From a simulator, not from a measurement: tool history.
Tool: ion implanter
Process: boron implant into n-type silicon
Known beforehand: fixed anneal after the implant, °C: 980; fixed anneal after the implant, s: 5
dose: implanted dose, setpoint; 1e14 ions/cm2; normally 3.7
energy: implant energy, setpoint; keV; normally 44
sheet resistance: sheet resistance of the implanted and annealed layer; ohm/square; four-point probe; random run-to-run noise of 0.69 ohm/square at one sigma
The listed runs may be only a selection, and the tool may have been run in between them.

run,hour,dose,energy,wafers since the last listed run,hours since the last dose calibration,hours since the extraction supply was calibrated,hours since the gauge calibration,"read-back reference wafer on the same gauge, sheet resistance",sheet resistance
1,0,3.7,44,0,1848.8,4599.9,179.6,309.38,278.24
2,45.5,3.7,44,969,1894.3,4645.4,225.1,308.99,278.37
3,103.4,3.7,44,1233,1952.2,4703.3,283,308.71,277.49
4,160.3,3.7,44,1211,2009.1,4760.2,339.9,308.49,276.1
5,200.3,4.19,44,851,2049.1,4800.2,379.9,308.06,254.18
# hour 255.5: gauge calibrated
# hour 268.4: Faraday cup replaced and dose calibrated
6,268.9,4.19,44,1290,0.5,4868.8,13.4,313.78,258.56
7,322.4,4.19,44,1139,54,4922.3,66.9,312.15,256.79
8,380.7,3.7,44,1241,112.3,4980.6,125.2,310.84,279.27
9,437.6,3.7,31.5,1211,169.2,5037.5,182.1,309.88,286.03
# hour 510.8: extraction supply calibrated
10,511.3,3.7,44,1399,242.9,0.5,255.8,309.57,278.18
11,572.1,4.17,44,1295,303.7,61.3,316.6,309.39,256.68
12,608.2,2.99,40,768,339.8,97.4,352.7,309.06,321.74
13,633.3,4.03,44,534,364.9,122.5,377.8,308.83,262.56
# hour 667.5: gauge calibrated
14,681.5,2.71,38,1026,413.1,170.7,14,313.77,350.51
15,728.9,3.32,44,1009,460.5,218.1,61.4,312.62,301.48

Forecast each of these 3 alternatives for the next run:
A,729.3,3.7,44,8,460.9,218.5,61.8,?,?
B,729.3,4.23,58,8,460.9,218.5,61.8,?,?
C,729.3,4.25,56.5,8,460.9,218.5,61.8,?,?

run,"read-back reference wafer on the same gauge, sheet resistance",sheet resistance
A,312.56,280.76
B,312.56,249.09
C,312.56,249.05
With no hidden state in the tool, these same runs would have given:
run,sheet resistance
A,282.15
B,250.32
C,250.28
